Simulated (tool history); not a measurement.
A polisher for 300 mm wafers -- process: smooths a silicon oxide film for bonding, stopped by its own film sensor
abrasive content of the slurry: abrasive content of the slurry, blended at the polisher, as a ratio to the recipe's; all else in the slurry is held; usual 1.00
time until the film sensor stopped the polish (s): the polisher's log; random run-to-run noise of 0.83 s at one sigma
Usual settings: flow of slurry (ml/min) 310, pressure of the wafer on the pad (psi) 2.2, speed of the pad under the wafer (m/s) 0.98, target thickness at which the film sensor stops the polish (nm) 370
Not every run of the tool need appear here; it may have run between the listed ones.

run	hour	flow of slurry (ml/min)	pressure of the wafer on the pad (psi)	speed of the pad under the wafer (m/s)	abrasive content of the slurry	target thickness at which the film sensor stops the polish (nm)	wafers since the last listed run	wafers polished on this pad	hours since the slurry nozzle was cleaned	hours since the head pressure was calibrated	hours since the slurry blender was calibrated	incoming thickness of the incoming film, nm	time until the film sensor stopped the polish (s)
1	0.0	310	2.2	0.98	1.00	370	0	1757	125.4	306.3	101.9	427.3	58.1
2	57.8	310	2.2	0.98	1.00	370	739	2497	183.2	364.1	159.7	411.0	43.0
3	93.4	310	2.2	0.98	1.00	370	455	2953	218.8	399.7	195.3	415.9	46.9
4	122.7	310	2.2	0.98	1.00	370	374	3327	248.1	429.0	224.6	417.7	51.0
5	176.2	310	2.2	0.98	1.00	370	684	4012	301.6	482.5	278.1	422.9	56.6
6	203.4	310	2.2	1.16	1.00	378	348	4360	328.8	509.7	305.3	415.3	34.9
7	248.0	310	2.2	1.28	1.00	370	570	4931	373.4	554.3	349.9	419.9	43.2
# hour 275.9: worn pad replaced by a new one
8	313.8	310	2.4	0.88	1.00	370	790	484	439.2	620.1	415.7	415.4	49.3
9	367.6	310	2.2	0.98	1.00	370	688	1173	493.0	673.9	469.5	422.8	60.3
# hour 415.6: slurry nozzle cleaned
# hour 415.9: head pressure recalibrated
10	416.4	310	2.2	1.12	1.00	370	609	1782	0.8	0.5	518.3	426.1	57.1
# hour 422.9: slurry blender recalibrated
11	452.7	240	2.2	0.98	1.00	358	438	2221	37.1	36.8	29.8	419.7	64.7
12	502.4	395	2.9	0.98	1.00	370	636	2857	86.8	86.5	79.5	424.3	43.6
13	559.4	310	2.2	1.08	0.85	370	729	3586	143.8	143.5	136.5	424.2	55.6
14	591.7	310	2.2	0.98	1.00	370	413	3999	176.1	175.8	168.8	416.2	48.1
15	648.9	310	2.2	0.98	0.80	362	732	4731	233.3	233.0	226.0	419.6	66.8
# hour 732.9: worn pad replaced by a new one
16	780.8	415	2.2	0.66	1.00	370	1636	613	365.2	364.9	357.9	417.0	66.5
17	839.8	310	2.2	0.82	1.00	375	755	1368	424.2	423.9	416.9	418.9	57.3

Run 18 is up next; what results do you expect?
# hour 900.6: slurry blender recalibrated
18	908.4	210	2.2	1.22	1.30	370	852	2220	492.8	492.5	7.8	412.4	?

Logged for run 18: time until the film sensor stopped the polish (s) 34.4.
If the tool had no hidden condition, the same run with the same run-to-run variation would have returned time until the film sensor stopped the polish (s) 34.4.

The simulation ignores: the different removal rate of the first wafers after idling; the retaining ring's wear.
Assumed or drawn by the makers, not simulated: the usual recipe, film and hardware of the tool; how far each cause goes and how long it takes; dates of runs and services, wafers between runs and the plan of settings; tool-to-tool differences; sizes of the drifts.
